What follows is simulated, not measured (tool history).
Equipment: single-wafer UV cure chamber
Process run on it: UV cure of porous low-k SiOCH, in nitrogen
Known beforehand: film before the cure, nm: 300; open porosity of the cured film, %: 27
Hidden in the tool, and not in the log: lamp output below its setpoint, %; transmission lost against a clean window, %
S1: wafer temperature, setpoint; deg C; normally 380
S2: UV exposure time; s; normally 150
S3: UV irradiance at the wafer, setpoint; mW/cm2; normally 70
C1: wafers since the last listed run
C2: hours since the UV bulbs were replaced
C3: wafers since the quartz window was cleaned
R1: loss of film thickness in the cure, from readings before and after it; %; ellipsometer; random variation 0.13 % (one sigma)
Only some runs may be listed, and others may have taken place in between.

run   hour   S1   S2   S3   C1      C2    C3      R1
  1    0.0  366  185   70    0  2001.3  2238   8.431
  2   26.2  366  185   70  240  2027.5  2478   8.327
  3   60.7  380  150   50  316  2062.0  2795   6.192
  4   80.2  380  150   70  178  2081.5  2973   7.334
  5  114.1  380  150   70  311  2115.4  3285   7.473
     139.2  -- quartz window cleaned
  6  147.4  380  150   70  232  2148.7    74   7.351
  7  167.5  380  150   70  184  2168.8   259   7.437
  8  184.2  380  150   70  153  2185.5   412   7.197
  9  212.7  380  150   70  261  2214.0   674   7.320
 10  231.0  380  150   70  167  2232.3   841   7.144
 11  309.5  380  150   70  720  2310.8  1562   7.121
 12  336.7  380  150   70  249  2338.0  1811   7.202
     350.3  -- UV bulbs replaced
 13  350.8  380  150   70   55     0.5  1867   8.836
 14  374.1  380  150   70  213    23.8  2081   9.023
 15  407.8  380  150   70  309    57.5  2390   9.059
 16  431.9  380  150   42  221    81.6  2612   6.758
 17  454.3  380  150   42  205   104.0  2817   6.745
 18  469.0  380  220   70  134   118.7  2952  10.536
 19  487.8  400   85   52  172   137.5  3125   5.593
 20  522.7  380   65   70  320   172.4  3445   5.365
     535.2  -- quartz window cleaned
 21  536.0  380  150   70   48   185.7     7   8.955
 22  559.9  380  150   70  219   209.6   226   8.905
 23  578.9  396  150  101  174   228.6   401  10.693
 24  596.4  380  120   70  160   246.1   561   7.781
 25  626.0  380  180   70  271   275.7   833   9.929
 26  648.1  366  150  108  202   297.8  1036  10.316
 27  677.7  391  150   70  271   327.4  1307   8.945
 28  704.7  380  150   70  247   354.4  1555   8.606
 29  732.7  395  205   70  256   382.4  1812  10.382
 30  764.7  399  185   46  293   414.4  2106   7.928
 31  781.4  368   85   70  153   431.1  2259   6.085
 32  794.8  380   70   70  122   444.5  2382   5.361
 33  816.7  380  150   70  200   466.4  2583   8.606
 34  846.1  380  115   70  269   495.8  2853   7.404

What was the tool's hidden state at every run in the log?
transmission lost against a clean window, %: 0 on each run
H1: lamp output below its setpoint, %
run    H1
  1  29.5
  2  29.9
  3  30.4
  4  30.7
  5  31.1
  6  31.6
  7  31.9
  8  32.1
  9  32.5
 10  32.8
 11  33.9
 12  34.2
 13  2.83
 14  3.15
 15  3.63
 16  3.96
 17  4.28
 18  4.48
 19  4.75
 20  5.24
 21  5.42
 22  5.76
 23  6.02
 24  6.27
 25  6.68
 26  6.99
 27  7.41
 28  7.78
 29  8.18
 30  8.63
 31  8.86
 32  9.05
 33  9.35
 34  9.77
